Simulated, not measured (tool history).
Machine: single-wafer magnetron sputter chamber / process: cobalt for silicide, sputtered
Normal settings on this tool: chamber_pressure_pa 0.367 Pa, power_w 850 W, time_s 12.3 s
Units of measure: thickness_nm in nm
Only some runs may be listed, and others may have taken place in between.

| run | hour | chamber_pressure_pa | power_w | time_s | read-back reference wafer on the same gauge, thickness_nm | thickness_nm |
|---|---|---|---|---|---|---|
| 1 | 0 | 0.367 | 850 | 12.3 | 5.828 | 5.796 |
|  | 26.4 | sputter target and shields replaced |
| 2 | 47.3 | 0.367 | 850 | 12.3 | 5.827 | 5.756 |
| 3 | 89 | 0.367 | 850 | 12.3 | 5.831 | 5.778 |
| 4 | 140 | 0.367 | 850 | 12.3 | 5.83 | 5.772 |
| 5 | 207.6 | 0.367 | 850 | 12.3 | 5.831 | 5.778 |
| 6 | 276 | 0.367 | 850 | 12.3 | 5.828 | 5.759 |
|  | 399.7 | sputter target and shields replaced |
| 7 | 415.1 | 0.367 | 850 | 12.3 | 5.827 | 5.763 |
| 8 | 477 | 0.367 | 850 | 12.3 | 5.832 | 5.768 |
| 9 | 524.3 | 0.367 | 850 | 12.3 | 5.831 | 5.748 |
| 10 | 549.4 | 0.367 | 850 | 12.3 | 5.829 | 5.763 |
| 11 | 614.7 | 0.367 | 850 | 12.3 | 5.828 | 5.758 |
| 12 | 673 | 0.367 | 850 | 12.3 | 5.831 | 5.75 |
| 13 | 706.2 | 0.367 | 850 | 12.3 | 5.827 | 5.73 |
| 14 | 757.4 | 0.367 | 850 | 12.3 | 5.83 | 5.73 |
|  | 796.2 | sputter target and shields replaced |
| 15 | 829.2 | 0.484 | 850 | 13.3 | 5.832 | 5.959 |
| 16 | 897.4 | 0.367 | 850 | 12.3 | 5.829 | 5.749 |
| 17 | 942.4 | 0.459 | 850 | 12.3 | 5.832 | 5.579 |
|  | 988.9 | magnet pack replaced |
| 18 | 1093.8 | 0.367 | 850 | 12.3 | 5.828 | 5.735 |
|  | 1104.8 | gauge calibrated |
| 19 | 1153.5 | 0.367 | 850 | 13.7 | 5.829 | 6.384 |
| 20 | 1218.5 | 0.452 | 800 | 14.3 | 5.831 | 6.069 |
|  | 1242.4 | sputter target and shields replaced |
| 21 | 1256.5 | 0.367 | 850 | 13.8 | 5.831 | 6.411 |
| 22 | 1317 | 0.367 | 700 | 12.3 | 5.828 | 4.725 |
| 23 | 1359.1 | 0.252 | 850 | 12.3 | 5.829 | 5.958 |

For run 24, what comes out?
|  | 1515.8 | capacitance manometer re-zeroed and calibrated |
| 24 | 1574.7 | 0.367 | 850 | 12.3 | ? | ? |

Run 24 produced read-back reference wafer on the same gauge, thickness_nm 5.83, thickness_nm 5.79 nm.
With the hidden condition absent and the run-to-run variation left alone, this run would have shown thickness_nm 5.795 nm.
